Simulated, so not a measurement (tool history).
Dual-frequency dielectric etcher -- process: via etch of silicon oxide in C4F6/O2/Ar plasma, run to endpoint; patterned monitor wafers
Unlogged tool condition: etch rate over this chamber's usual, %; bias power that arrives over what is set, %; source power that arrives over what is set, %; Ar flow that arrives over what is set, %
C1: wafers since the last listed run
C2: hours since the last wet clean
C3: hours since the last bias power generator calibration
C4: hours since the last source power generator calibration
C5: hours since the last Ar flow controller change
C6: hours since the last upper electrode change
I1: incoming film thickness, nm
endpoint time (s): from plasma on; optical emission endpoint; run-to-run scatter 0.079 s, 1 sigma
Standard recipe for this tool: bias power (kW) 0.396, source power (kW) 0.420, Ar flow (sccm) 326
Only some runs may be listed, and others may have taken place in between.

run 1 hour=0.0 | bias_power_(kW)=0.396 source_power_(kW)=0.420 Ar_flow_(sccm)=350 | C1=0 C2=446.3 C3=1301.3 C4=2069.4 C5=5228.6 C6=1703.3 | I1=106.7 | endpoint_time_(s)=25.5
run 2 hour=61.9 | bias_power_(kW)=0.396 source_power_(kW)=0.420 Ar_flow_(sccm)=350 | C1=573 C2=508.2 C3=1363.2 C4=2131.3 C5=5290.5 C6=1765.2 | I1=107.4 | endpoint_time_(s)=25.5
run 3 hour=122.4 | bias_power_(kW)=0.396 source_power_(kW)=0.420 Ar_flow_(sccm)=350 | C1=560 C2=568.7 C3=1423.7 C4=2191.8 C5=5351.0 C6=1825.7 | I1=107.5 | endpoint_time_(s)=25.7
run 4 hour=161.5 | bias_power_(kW)=0.396 source_power_(kW)=0.420 Ar_flow_(sccm)=326 | C1=362 C2=607.8 C3=1462.8 C4=2230.9 C5=5390.1 C6=1864.8 | I1=106.2 | endpoint_time_(s)=25.1
run 5 hour=200.6 | bias_power_(kW)=0.396 source_power_(kW)=0.420 Ar_flow_(sccm)=326 | C1=362 C2=646.9 C3=1501.9 C4=2270.0 C5=5429.2 C6=1903.9 | I1=107.4 | endpoint_time_(s)=25.6
-- hour=244.0 wet clean of the chamber
run 6 hour=248.7 | bias_power_(kW)=0.396 source_power_(kW)=0.420 Ar_flow_(sccm)=326 | C1=223 C2=4.7 C3=1550.0 C4=2318.1 C5=5477.3 C6=1952.0 | I1=107.3 | endpoint_time_(s)=24.6
run 7 hour=312.0 | bias_power_(kW)=0.396 source_power_(kW)=0.420 Ar_flow_(sccm)=326 | C1=586 C2=68.0 C3=1613.3 C4=2381.4 C5=5540.6 C6=2015.3 | I1=105.3 | endpoint_time_(s)=24.4
run 8 hour=378.2 | bias_power_(kW)=0.460 source_power_(kW)=0.420 Ar_flow_(sccm)=326 | C1=613 C2=134.2 C3=1679.5 C4=2447.6 C5=5606.8 C6=2081.5 | I1=105.9 | endpoint_time_(s)=23.4
run 9 hour=427.9 | bias_power_(kW)=0.396 source_power_(kW)=0.420 Ar_flow_(sccm)=326 | C1=460 C2=183.9 C3=1729.2 C4=2497.3 C5=5656.5 C6=2131.2 | I1=106.9 | endpoint_time_(s)=24.8
-- hour=437.3 Ar flow controller replaced
run 10 hour=481.7 | bias_power_(kW)=0.396 source_power_(kW)=0.420 Ar_flow_(sccm)=326 | C1=442 C2=237.7 C3=1783.0 C4=2551.1 C5=44.4 C6=2185.0 | I1=107.1 | endpoint_time_(s)=25.0
-- hour=489.3 source power generator calibrated
run 11 hour=521.7 | bias_power_(kW)=0.396 source_power_(kW)=0.420 Ar_flow_(sccm)=326 | C1=333 C2=277.7 C3=1823.0 C4=32.4 C5=84.4 C6=2225.0 | I1=105.0 | endpoint_time_(s)=24.6
run 12 hour=588.7 | bias_power_(kW)=0.396 source_power_(kW)=0.420 Ar_flow_(sccm)=326 | C1=620 C2=344.7 C3=1890.0 C4=99.4 C5=151.4 C6=2292.0 | I1=107.5 | endpoint_time_(s)=25.2
-- hour=625.6 upper electrode replaced, of another model than before
run 13 hour=653.8 | bias_power_(kW)=0.307 source_power_(kW)=0.450 Ar_flow_(sccm)=361 | C1=380 C2=409.8 C3=1955.1 C4=164.5 C5=216.5 C6=28.2 | I1=107.2 | endpoint_time_(s)=25.5
run 14 hour=704.9 | bias_power_(kW)=0.396 source_power_(kW)=0.420 Ar_flow_(sccm)=326 | C1=473 C2=460.9 C3=2006.2 C4=215.6 C5=267.6 C6=79.3 | I1=106.4 | endpoint_time_(s)=25.3
-- hour=739.5 bias power generator calibrated
-- hour=781.4 wet clean of the chamber
run 15 hour=781.9 | bias_power_(kW)=0.396 source_power_(kW)=0.420 Ar_flow_(sccm)=326 | C1=453 C2=0.5 C3=42.4 C4=292.6 C5=344.6 C6=156.3 | I1=107.2 | endpoint_time_(s)=24.6
run 16 hour=853.4 | bias_power_(kW)=0.396 source_power_(kW)=0.420 Ar_flow_(sccm)=326 | C1=662 C2=72.0 C3=113.9 C4=364.1 C5=416.1 C6=227.8 | I1=106.9 | endpoint_time_(s)=24.7
run 17 hour=905.1 | bias_power_(kW)=0.463 source_power_(kW)=0.500 Ar_flow_(sccm)=285 | C1=478 C2=123.7 C3=165.6 C4=415.8 C5=467.8 C6=279.5 | I1=108.0 | endpoint_time_(s)=20.5
run 18 hour=961.7 | bias_power_(kW)=0.455 source_power_(kW)=0.490 Ar_flow_(sccm)=295 | C1=524 C2=180.3 C3=222.2 C4=472.4 C5=524.4 C6=336.1 | I1=107.3 | endpoint_time_(s)=20.9
run 19 hour=990.9 | bias_power_(kW)=0.396 source_power_(kW)=0.360 Ar_flow_(sccm)=275 | C1=270 C2=209.5 C3=251.4 C4=501.6 C5=553.6 C6=365.3 | I1=106.8 | endpoint_time_(s)=28.5
run 20 hour=1022.7 | bias_power_(kW)=0.458 source_power_(kW)=0.420 Ar_flow_(sccm)=326 | C1=294 C2=241.3 C3=283.2 C4=533.4 C5=585.4 C6=397.1 | I1=106.4 | endpoint_time_(s)=23.9
run 21 hour=1056.9 | bias_power_(kW)=0.340 source_power_(kW)=0.360 Ar_flow_(sccm)=288 | C1=316 C2=275.5 C3=317.4 C4=567.6 C5=619.6 C6=431.3 | I1=107.2 | endpoint_time_(s)=29.8
run 22 hour=1089.6 | bias_power_(kW)=0.317 source_power_(kW)=0.420 Ar_flow_(sccm)=355 | C1=302 C2=308.2 C3=350.1 C4=600.3 C5=652.3 C6=464.0 | I1=107.0 | endpoint_time_(s)=26.6
run 23 hour=1119.0 | bias_power_(kW)=0.360 source_power_(kW)=0.420 Ar_flow_(sccm)=246 | C1=272 C2=337.6 C3=379.5 C4=629.7 C5=681.7 C6=493.4 | I1=106.7 | endpoint_time_(s)=24.5
run 24 hour=1151.5 | bias_power_(kW)=0.396 source_power_(kW)=0.420 Ar_flow_(sccm)=326 | C1=301 C2=370.1 C3=412.0 C4=662.2 C5=714.2 C6=525.9 | I1=107.6 | endpoint_time_(s)=25.0

Exercise: give the hidden state of the tool at every run:
bias power that arrives over what is set, %: 0 at every run
source power that arrives over what is set, %: 0 at every run
Ar flow that arrives over what is set, %: 0 at every run
H1: etch rate over this chamber's usual, %
run=1 H1=-2.45
run=2 H1=-2.77
run=3 H1=-3.07
run=4 H1=-3.27
run=5 H1=-3.47
run=6 H1=-0.528
run=7 H1=-0.849
run=8 H1=-1.18
run=9 H1=-1.44
run=10 H1=-1.71
run=11 H1=-1.91
run=12 H1=-2.25
run=13 H1=-2.58
run=14 H1=-2.84
run=15 H1=0.146
run=16 H1=-0.217
run=17 H1=-0.478
run=18 H1=-0.765
run=19 H1=-0.913
run=20 H1=-1.07
run=21 H1=-1.25
run=22 H1=-1.41
run=23 H1=-1.56
run=24 H1=-1.73
